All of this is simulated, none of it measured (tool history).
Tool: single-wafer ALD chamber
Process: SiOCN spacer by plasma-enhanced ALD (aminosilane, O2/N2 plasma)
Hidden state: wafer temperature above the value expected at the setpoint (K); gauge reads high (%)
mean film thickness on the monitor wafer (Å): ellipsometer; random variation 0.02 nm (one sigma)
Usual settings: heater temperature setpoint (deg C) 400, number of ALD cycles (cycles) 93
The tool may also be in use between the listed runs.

run,hour,heater temperature setpoint (deg C),number of ALD cycles (cycles),wafers since the last listed run,hours since the last thermocouple change,hours since the gauge calibration,"read-back reference wafer on the same gauge, thickness_nm",mean film thickness on the monitor wafer (Å)
1,0.0,405,93,0,1233.8,622.9,5.564,48.21
2,156.4,400,93,380,1390.2,779.3,5.542,48.08
3,212.5,400,80,136,1446.3,835.4,5.537,41.45
4,313.7,400,80,246,1547.5,936.6,5.519,41.62
5,391.1,400,80,188,1624.9,1014.0,5.502,41.35
6,432.4,400,93,100,1666.2,1055.3,5.497,47.93
7,513.1,400,93,196,1746.9,1136.0,5.475,47.87
8,570.2,400,93,138,1804.0,1193.1,5.464,47.32
9,630.3,393,93,146,1864.1,1253.2,5.454,47.57
10,735.8,393,93,256,1969.6,1358.7,5.424,47.38
11,782.6,400,81,113,2016.4,1405.5,5.414,41.24
12,860.4,400,76,189,2094.2,1483.3,5.395,38.74
# hour 869.5: gauge calibrated
13,1069.4,396,80,508,2303.2,199.9,5.607,42.31
14,1109.3,395,93,97,2343.1,239.8,5.612,49.25
15,1157.2,400,93,116,2391.0,287.7,5.606,48.85
# hour 1209.5: thermocouple changed; heater temperature recalibrated
16,1232.4,394,93,163,22.9,362.9,5.598,49.02
17,1338.9,400,93,259,129.4,469.4,5.595,49.00
18,1468.5,414,83,315,259.0,599.0,5.579,41.43
19,1575.7,405,108,260,366.2,706.2,5.572,55.13
20,1682.7,388,107,260,473.2,813.2,5.552,55.73

Consider 4 possible next runs. They are alternatives, not a sequence: every one starts from the tool as it was left by run 20. What does each give?
A,1683.3,400,106,1,473.8,813.8,?,?
B,1683.3,390,88,1,473.8,813.8,?,?
C,1683.3,389,104,1,473.8,813.8,?,?
D,1683.3,411,85,1,473.8,813.8,?,?

run,"read-back reference wafer on the same gauge, thickness_nm",mean film thickness on the monitor wafer (Å)
A,5.551,55.47
B,5.551,46.05
C,5.551,54.42
D,5.551,42.81
Without the tool's hidden state the same runs would have given:
run,mean film thickness on the monitor wafer (Å)
A,56.05
B,46.53
C,54.99
D,43.26

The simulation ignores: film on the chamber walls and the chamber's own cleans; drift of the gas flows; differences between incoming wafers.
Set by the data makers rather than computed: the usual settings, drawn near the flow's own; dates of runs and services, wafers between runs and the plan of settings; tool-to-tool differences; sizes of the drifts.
